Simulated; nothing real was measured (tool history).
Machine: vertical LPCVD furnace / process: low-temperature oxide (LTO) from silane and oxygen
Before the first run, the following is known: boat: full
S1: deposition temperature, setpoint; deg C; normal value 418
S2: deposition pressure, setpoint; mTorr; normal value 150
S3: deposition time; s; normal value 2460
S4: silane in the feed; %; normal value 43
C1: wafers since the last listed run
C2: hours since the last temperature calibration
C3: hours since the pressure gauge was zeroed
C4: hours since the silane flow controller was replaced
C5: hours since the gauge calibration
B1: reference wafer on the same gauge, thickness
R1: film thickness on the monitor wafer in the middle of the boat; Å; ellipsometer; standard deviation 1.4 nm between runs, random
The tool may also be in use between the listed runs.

Run 1, hour 0.0: usual settings; C1 0; C2 736.7; C3 552.2; C4 3495.1; C5 738.2; B1 298.80. Result: R1 3439.8 Å.
Run 2, hour 45.1: usual settings but S2 165 mTorr; C1 667; C2 781.8; C3 597.3; C4 3540.2; C5 783.3; B1 298.73. Result: R1 3790.0 Å.
Run 3, hour 143.0: usual settings but S2 165 mTorr; C1 1448; C2 879.7; C3 695.2; C4 3638.1; C5 881.2; B1 299.25. Result: R1 3784.6 Å.
Run 4, hour 237.9: usual settings but S2 165 mTorr; C1 1403; C2 974.6; C3 790.1; C4 3733.0; C5 976.1; B1 298.83. Result: R1 3814.7 Å.
Run 5, hour 275.8: usual settings; C1 560; C2 1012.5; C3 828.0; C4 3770.9; C5 1014.0; B1 299.24. Result: R1 3455.0 Å.
Run 6, hour 347.4: usual settings; C1 1059; C2 1084.1; C3 899.6; C4 3842.5; C5 1085.6; B1 299.05. Result: R1 3467.8 Å.
Run 7, hour 440.0: usual settings; C1 1369; C2 1176.7; C3 992.2; C4 3935.1; C5 1178.2; B1 299.12. Result: R1 3483.1 Å.
Run 8, hour 538.0: usual settings; C1 1449; C2 1274.7; C3 1090.2; C4 4033.1; C5 1276.2; B1 299.02. Result: R1 3473.3 Å.
Run 9, hour 604.8: usual settings; C1 988; C2 1341.5; C3 1157.0; C4 4099.9; C5 1343.0; B1 298.86. Result: R1 3492.5 Å.
Run 10, hour 675.7: usual settings; C1 1048; C2 1412.4; C3 1227.9; C4 4170.8; C5 1413.9; B1 299.09. Result: R1 3492.0 Å.
At hour 722.8: gauge calibrated.
Run 11, hour 982.9: usual settings; C1 4544; C2 1719.6; C3 1535.1; C4 4478.0; C5 260.1; B1 298.76. Result: R1 3545.1 Å.
At hour 1008.0: silane flow controller replaced.
Run 12, hour 1056.6: usual settings but S2 135 mTorr; C1 735; C2 1793.3; C3 1608.8; C4 48.6; C5 333.8; B1 298.91. Result: R1 3176.7 Å.
Run 13, hour 1263.8: usual settings but S2 135 mTorr; C1 3065; C2 2000.5; C3 1816.0; C4 255.8; C5 541.0; B1 299.03. Result: R1 3179.0 Å.
Run 14, hour 1321.7: usual settings but S2 135 mTorr; C1 856; C2 2058.4; C3 1873.9; C4 313.7; C5 598.9; B1 298.81. Result: R1 3209.4 Å.
Run 15, hour 1428.5: usual settings; C1 1579; C2 2165.2; C3 1980.7; C4 420.5; C5 705.7; B1 299.22. Result: R1 3567.9 Å.
At hour 1495.9: pressure gauge zeroed.
Run 16, hour 1496.4: usual settings but S1 425 deg C, S2 185 mTorr; C1 649; C2 2233.1; C3 0.5; C4 488.4; C5 773.6; B1 298.76. Result: R1 4607.8 Å.
Run 17, hour 1557.1: usual settings but S4 50 %; C1 897; C2 2293.8; C3 61.2; C4 549.1; C5 834.3; B1 299.08. Result: R1 3976.9 Å.
Run 18, hour 1618.2: usual settings but S2 165 mTorr; C1 903; C2 2354.9; C3 122.3; C4 610.2; C5 895.4; B1 298.87. Result: R1 3836.6 Å.

Run 19, settings as shown, results not yet in. Your forecast:
Run 19, hour 1706.0: usual settings but S1 424 deg C, S3 1860 s; C1 1298; C2 2442.7; C3 210.1; C4 698.0; C5 983.2; B1 ?. Result: R1 ?.

Run 19 produced B1 299.04, R1 2791.3 Å.
The same run, on a tool lacking any hidden state, would have yielded R1 2678.3 Å.
